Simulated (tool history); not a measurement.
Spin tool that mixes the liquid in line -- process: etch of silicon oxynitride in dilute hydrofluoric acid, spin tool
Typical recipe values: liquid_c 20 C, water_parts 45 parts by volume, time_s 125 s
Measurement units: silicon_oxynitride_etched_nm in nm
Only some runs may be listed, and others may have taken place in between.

run   hour  liquid_c  water_parts  time_s  wafers since the last listed run  hours since the thermometer was replaced  hours since the hydrofluoric acid flow meter was replaced  hours since the gauge calibration  read-back film thickness of the silicon oxynitride reference wafer, read on the same gauge (nm)  silicon_oxynitride_etched_nm
  1      0        20           45      80                                 0                                     934.2                                                      834.9                               65.7                                                                                           150.02                          3.41
  2   39.1        20           45      80                               314                                     973.3                                                        874                              104.8                                                                                           149.96                          3.46
  3   83.1        20           45      80                               354                                    1017.3                                                        918                              148.8                                                                                           149.99                          3.47
  4  144.9        20           40     125                               497                                    1079.1                                                      979.8                              210.6                                                                                           149.98                          6.06
  5  205.7        20           45     125                               489                                    1139.9                                                     1040.6                              271.4                                                                                           150.02                          5.41
  6    231        20           45     125                               203                                    1165.2                                                     1065.9                              296.7                                                                                           149.99                          5.35
     265.4  -- hydrofluoric acid flow meter replaced
  7  278.7        20           45     125                               376                                    1212.9                                                       13.3                              344.4                                                                                           149.98                           5.4
  8  317.6        20           45      70                               313                                    1251.8                                                       52.2                              383.3                                                                                           149.99                          2.99
     354.9  -- thermometer replaced
  9  380.1        20           45      70                               495                                      25.2                                                      114.7                              445.8                                                                                              150                          3.03
 10  414.8        20           45     125                               279                                      59.9                                                      149.4                              480.5                                                                                           150.01                          5.37
 11  441.3      22.5           25     125                               213                                      86.4                                                      175.9                                507                                                                                           150.02                          11.1
 12  477.6        20           45     125                               292                                     122.7                                                      212.2                              543.3                                                                                           149.97                          5.39
 13  517.8        17           60     125                               323                                     162.9                                                      252.4                              583.5                                                                                           149.99                          3.44
 14  557.7      18.5           45     105                               321                                     202.8                                                      292.3                              623.4                                                                                           150.02                          4.24
 15  594.4        20           30      95                               295                                     239.5                                                        329                              660.1                                                                                           149.99                          6.19
     595.2  -- gauge calibrated
 16  652.2        17           45     125                               465                                     297.3                                                      386.8                                 57                                                                                           150.01                          4.56
 17  707.6      23.5           30      90                               446                                     352.7                                                      442.2                              112.4                                                                                           150.03                          6.99
 18  772.3        17           65     125                               521                                     417.4                                                      506.9                              177.1                                                                                           150.03                          3.22

The tool's hidden state at each run:
liquid colder than its thermometer reads (K): 0 at every run
hydrofluoric acid flow below the setpoint (%): 0 at every run
gauge reads high (%): 0 at every run
